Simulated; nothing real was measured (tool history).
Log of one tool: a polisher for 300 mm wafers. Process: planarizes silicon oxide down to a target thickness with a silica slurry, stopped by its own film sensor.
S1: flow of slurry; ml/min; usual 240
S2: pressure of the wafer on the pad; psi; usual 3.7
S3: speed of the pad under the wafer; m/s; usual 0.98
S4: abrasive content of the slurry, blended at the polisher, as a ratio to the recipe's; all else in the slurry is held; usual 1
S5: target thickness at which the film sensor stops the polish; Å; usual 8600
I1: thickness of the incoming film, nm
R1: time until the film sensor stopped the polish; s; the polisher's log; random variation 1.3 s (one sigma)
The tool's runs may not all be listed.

run 1 day=0 | S1=240 S2=3.7 S3=0.98 S4=1 S5=8600 | I1=1183.9 | R1=121
-- day=2.262 worn pad replaced by a new one
run 2 day=3.55 | S1=240 S2=3.7 S3=0.84 S4=1 S5=8600 | I1=1169.7 | R1=122.1
run 3 day=6.212 | S1=240 S2=2.7 S3=0.98 S4=0.8 S5=8600 | I1=1178.4 | R1=159.7
-- day=6.492 slurry nozzle cleaned
run 4 day=8.208 | S1=240 S2=3.7 S3=0.98 S4=1.15 S5=8600 | I1=1188.1 | R1=115.1
run 5 day=11.454 | S1=240 S2=3.7 S3=0.68 S4=1 S5=8600 | I1=1159.7 | R1=130
run 6 day=13.733 | S1=240 S2=3.7 S3=0.84 S4=1 S5=8600 | I1=1183.8 | R1=131
run 7 day=16.767 | S1=240 S2=4.3 S3=0.76 S4=1 S5=8600 | I1=1182.2 | R1=121.9
run 8 day=18.621 | S1=190 S2=2.7 S3=0.98 S4=1 S5=8600 | I1=1177.9 | R1=147.4
run 9 day=21.771 | S1=240 S2=3.7 S3=0.98 S4=1 S5=8600 | I1=1197.2 | R1=122.8
-- day=22.525 conditioning disc replaced and pad reconditioned
run 10 day=23.308 | S1=270 S2=3.7 S3=0.9 S4=1 S5=8600 | I1=1180.6 | R1=119.6
-- day=23.808 slurry blender recalibrated
run 11 day=25.942 | S1=265 S2=4.1 S3=1.12 S4=0.75 S5=8600 | I1=1184.7 | R1=111.8
-- day=28.188 worn pad replaced by a new one
-- day=36.888 slurry nozzle cleaned
run 12 day=38.925 | S1=240 S2=3.7 S3=1.1 S4=1 S5=9260 | I1=1183.2 | R1=85.7
-- day=39.754 head pressure recalibrated
run 13 day=41 | S1=240 S2=3.7 S3=0.98 S4=1 S5=8600 | I1=1198.1 | R1=125.5
run 14 day=43.55 | S1=190 S2=2.7 S3=0.98 S4=1 S5=8600 | I1=1191.9 | R1=155.3
run 15 day=47.112 | S1=240 S2=4.2 S3=0.98 S4=1 S5=9500 | I1=1173.1 | R1=73.7
run 16 day=49.358 | S1=240 S2=3.7 S3=1.1 S4=1 S5=9650 | I1=1170.4 | R1=70
run 17 day=51.108 | S1=240 S2=2.9 S3=0.74 S4=1 S5=8600 | I1=1188.1 | R1=168.9
run 18 day=53.338 | S1=175 S2=3.3 S3=0.98 S4=1 S5=8100 | I1=1183.9 | R1=153.3

Run 19 comes next. What will it give?
-- day=54.483 conditioning disc replaced and pad reconditioned
run 19 day=55.258 | S1=280 S2=3.7 S3=0.98 S4=1 S5=8600 | I1=1199.7 | R1=?

Run 19 gave R1 124.9 s.
Without the tool's hidden state the same run would have given R1 125.7 s.
